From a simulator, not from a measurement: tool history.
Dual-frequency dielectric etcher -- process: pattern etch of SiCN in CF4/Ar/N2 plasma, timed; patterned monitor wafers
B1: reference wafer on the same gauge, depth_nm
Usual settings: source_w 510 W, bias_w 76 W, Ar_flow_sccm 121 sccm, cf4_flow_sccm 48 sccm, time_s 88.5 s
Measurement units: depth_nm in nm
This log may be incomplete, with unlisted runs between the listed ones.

{"run": 1, "day": 0.0, "source_w": 510, "bias_w": 76, "Ar_flow_sccm": 121, "cf4_flow_sccm": 48, "time_s": 88.5, "B1": 65.5, "depth_nm": 79.7}
{"run": 2, "day": 0.708, "source_w": 510, "bias_w": 76, "Ar_flow_sccm": 121, "cf4_flow_sccm": 48, "time_s": 108.0, "B1": 65.4, "depth_nm": 98.2}
{"run": 3, "day": 1.367, "source_w": 510, "bias_w": 76, "Ar_flow_sccm": 121, "cf4_flow_sccm": 48, "time_s": 88.5, "B1": 65.5, "depth_nm": 80.1}
{"run": 4, "day": 2.833, "source_w": 510, "bias_w": 76, "Ar_flow_sccm": 121, "cf4_flow_sccm": 45, "time_s": 88.5, "B1": 65.5, "depth_nm": 78.3}
{"run": 5, "day": 4.092, "source_w": 510, "bias_w": 76, "Ar_flow_sccm": 121, "cf4_flow_sccm": 45, "time_s": 88.5, "B1": 65.4, "depth_nm": 79.5}
{"run": 6, "day": 4.908, "source_w": 580, "bias_w": 76, "Ar_flow_sccm": 121, "cf4_flow_sccm": 48, "time_s": 82.0, "B1": 65.5, "depth_nm": 81.5}
{"day": 6.85, "done": "upper electrode replaced"}
{"day": 6.862, "done": "wet clean of the chamber"}
{"run": 7, "day": 6.883, "source_w": 580, "bias_w": 76, "Ar_flow_sccm": 121, "cf4_flow_sccm": 48, "time_s": 82.0, "B1": 65.4, "depth_nm": 81.3}
{"day": 7.262, "done": "gauge calibrated"}
{"run": 8, "day": 7.312, "source_w": 580, "bias_w": 76, "Ar_flow_sccm": 121, "cf4_flow_sccm": 48, "time_s": 82.0, "B1": 66.7, "depth_nm": 82.4}

Estimate the outcome of run 9 from the log above:
{"run": 9, "day": 7.842, "source_w": 510, "bias_w": 76, "Ar_flow_sccm": 143, "cf4_flow_sccm": 41, "time_s": 88.5, "B1": "?", "depth_nm": "?"}

B1: 66.6
depth_nm: 77.0 nm
Take away the tool's hidden state, keep the run-to-run variation as it was, and the same run would have given depth_nm 77.0 nm.
